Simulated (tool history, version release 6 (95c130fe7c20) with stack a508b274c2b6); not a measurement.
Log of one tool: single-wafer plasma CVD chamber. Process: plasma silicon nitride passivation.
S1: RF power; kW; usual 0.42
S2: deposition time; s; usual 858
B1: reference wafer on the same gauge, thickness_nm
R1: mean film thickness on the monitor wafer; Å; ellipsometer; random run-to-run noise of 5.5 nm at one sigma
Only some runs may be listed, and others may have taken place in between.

run,day,S1,S2,B1,R1
1,0,0.42,858,1261.652,11148.03
2,2.892,0.42,858,1261.43,11161.56
3,4.558,0.42,858,1262.172,11185.39
4,7.754,0.42,803,1260.231,10320.13
5,9.3,0.42,803,1258.102,10333.59
6,11.517,0.42,803,1260.41,10405.67
# day 17.825: RF generator calibrated
7,18.712,0.395,858,1260.126,11074.31
8,21.804,0.42,858,1262.022,11241.2
9,26.021,0.42,972,1259.266,12682.95
10,30.379,0.42,858,1258.965,11194.97
11,33.979,0.42,858,1258.996,11195.7
12,38.146,0.42,946,1258.913,12393.24
13,41.704,0.42,858,1261.022,11135.57
14,45.333,0.42,858,1261.749,10935.87
15,48.471,0.42,858,1258.961,11047.4
16,52.925,0.42,858,1258.153,10971.71
# day 54.929: RF generator calibrated
17,56.204,0.42,858,1262.819,11333.56
18,59.679,0.36,947,1260.069,11901.19

The next listed run, before its measurement:
19,62.346,0.465,813,?,?

Run 19 yielded B1 1259.621, R1 10972.07 Å.
Had the tool carried no hidden state, the very same run would have given R1 11012.56 Å.
